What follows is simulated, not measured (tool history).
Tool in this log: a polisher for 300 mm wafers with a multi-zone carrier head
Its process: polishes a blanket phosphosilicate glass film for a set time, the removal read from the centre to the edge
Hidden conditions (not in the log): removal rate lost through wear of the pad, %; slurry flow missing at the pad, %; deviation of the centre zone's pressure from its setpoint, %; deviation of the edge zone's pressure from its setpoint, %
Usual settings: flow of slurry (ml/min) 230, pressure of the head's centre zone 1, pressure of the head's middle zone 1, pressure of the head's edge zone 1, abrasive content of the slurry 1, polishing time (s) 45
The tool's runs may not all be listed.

run,hour,flow of slurry (ml/min),pressure of the head's centre zone,pressure of the head's middle zone,pressure of the head's edge zone,abrasive content of the slurry,polishing time (s),wafers since the last listed run,wafers polished on this pad,hours since the slurry nozzle was cleaned,hours since the centre zone pressure was calibrated,hours since the edge zone pressure was calibrated,hours since the carrier head's membrane was replaced,"incoming thickness of the incoming film, nm",film removed at the wafer's centre (angstrom),film removed at mid-radius (angstrom),film removed at the wafer's edge (angstrom)
1,0,230,1,1,1,0.85,45,0,718,128.2,1086.6,1236.5,534.8,2331.1,3410,3226,3364
# hour 27.5: worn pad replaced by a new one
2,28,260,1,1,1,1,34,173,3,156.2,1114.6,1264.5,562.8,2362,2686,2668,2609
3,46,260,1,1,1,1,34,130,133,174.2,1132.6,1282.5,580.8,2322.9,2698,2556,2661
4,71.2,260,1,1,1,1,34,182,315,199.4,1157.8,1307.7,606,2315.7,2611,2552,2634
5,90.2,230,1,0.95,1,1,45,137,453,218.4,1176.8,1326.7,625,2338.8,3500,3288,3523
6,106.9,230,1,1,1,1,50,120,573,235.1,1193.5,1343.4,641.7,2352.2,3771,3730,3917
# hour 124.8: slurry nozzle cleaned
7,131.8,230,1,1,1,1,50,172,746,7,1218.4,1368.3,666.6,2373.4,4059,3984,4063
8,149.4,230,1,1,1,1,45,127,873,24.6,1236,1385.9,684.2,2325.4,3534,3510,3550
# hour 154.9: worn pad replaced by a new one
# hour 155.3: edge zone pressure recalibrated
# hour 161.6: centre zone pressure recalibrated
9,179.9,260,1,0.96,1,1,45,173,163,55.1,18.3,24.6,714.7,2339.2,3584,3405,3582
10,210.7,230,1,1,1,1,45,222,385,85.9,49.1,55.4,745.5,2347.9,3546,3431,3457
11,229.8,230,1,1,1,1,45,137,523,105,68.2,74.5,764.6,2373.7,3436,3423,3536
12,242.7,230,1,1.1,1,1,49,93,616,117.9,81.1,87.4,777.5,2358.9,3873,3828,3785
# hour 268.9: worn pad replaced by a new one
13,290.3,230,1,0.95,0.88,1,45,314,154,165.5,128.7,135,825.1,2365.7,3424,3362,3422
14,311.8,230,1,0.95,1,1,45,155,309,187,150.2,156.5,846.6,2347.1,3484,3315,3445
# hour 324.5: slurry nozzle cleaned
# hour 367.2: carrier head's membrane replaced by a new one
# hour 395.4: worn pad replaced by a new one
15,417.7,230,1,1,1,1,45,692,161,93.2,256.1,262.4,50.5,2324.6,3519,3521,3458
16,442.8,230,1,1.11,1,1,45,181,342,118.3,281.2,287.5,75.6,2334.8,3536,3509,3428
17,470.3,160,1.09,0.9,1,1,38,198,541,145.8,308.7,315,103.1,2334.8,2998,2611,2886
18,487.8,230,1,1.07,1,0.9,33,126,667,163.3,326.2,332.5,120.6,2339.8,2418,2429,2467
# hour 503.3: worn pad replaced by a new one
19,512.3,230,1,1,1,0.75,53,148,65,187.8,350.7,357,145.1,2363.6,3630,3722,3703
20,534.8,150,1,1.08,1.04,1.3,45,162,227,210.3,373.2,379.5,167.6,2358.7,3609,3665,3633

5 ways to go on from here, each from the tool as it stands after run 20. What would each give?
A,535.2,280,1,1,1,1,45,2,230,210.7,373.6,379.9,168,2338.3,?,?,?
B,535.2,230,1.04,1,1,1.15,45,2,230,210.7,373.6,379.9,168,2338.3,?,?,?
C,535.2,230,1,1,1,0.8,55,2,230,210.7,373.6,379.9,168,2338.3,?,?,?
D,535.2,230,1,1,0.92,0.85,45,2,230,210.7,373.6,379.9,168,2338.3,?,?,?
E,535.2,155,1,1,1.06,0.85,45,2,230,210.7,373.6,379.9,168,2338.3,?,?,?

run,film removed at the wafer's centre (angstrom),film removed at mid-radius (angstrom),film removed at the wafer's edge (angstrom)
A,3626,3464,3520
B,3840,3537,3619
C,4004,3837,3925
D,3342,3204,3197
E,3141,3032,3208
Stripped of hidden state, with their random variation kept, the same runs would have yielded:
run,film removed at the wafer's centre (angstrom),film removed at mid-radius (angstrom),film removed at the wafer's edge (angstrom)
A,3829,3638,3651
B,4090,3742,3772
C,4264,4059,4091
D,3560,3389,3333
E,3410,3261,3380
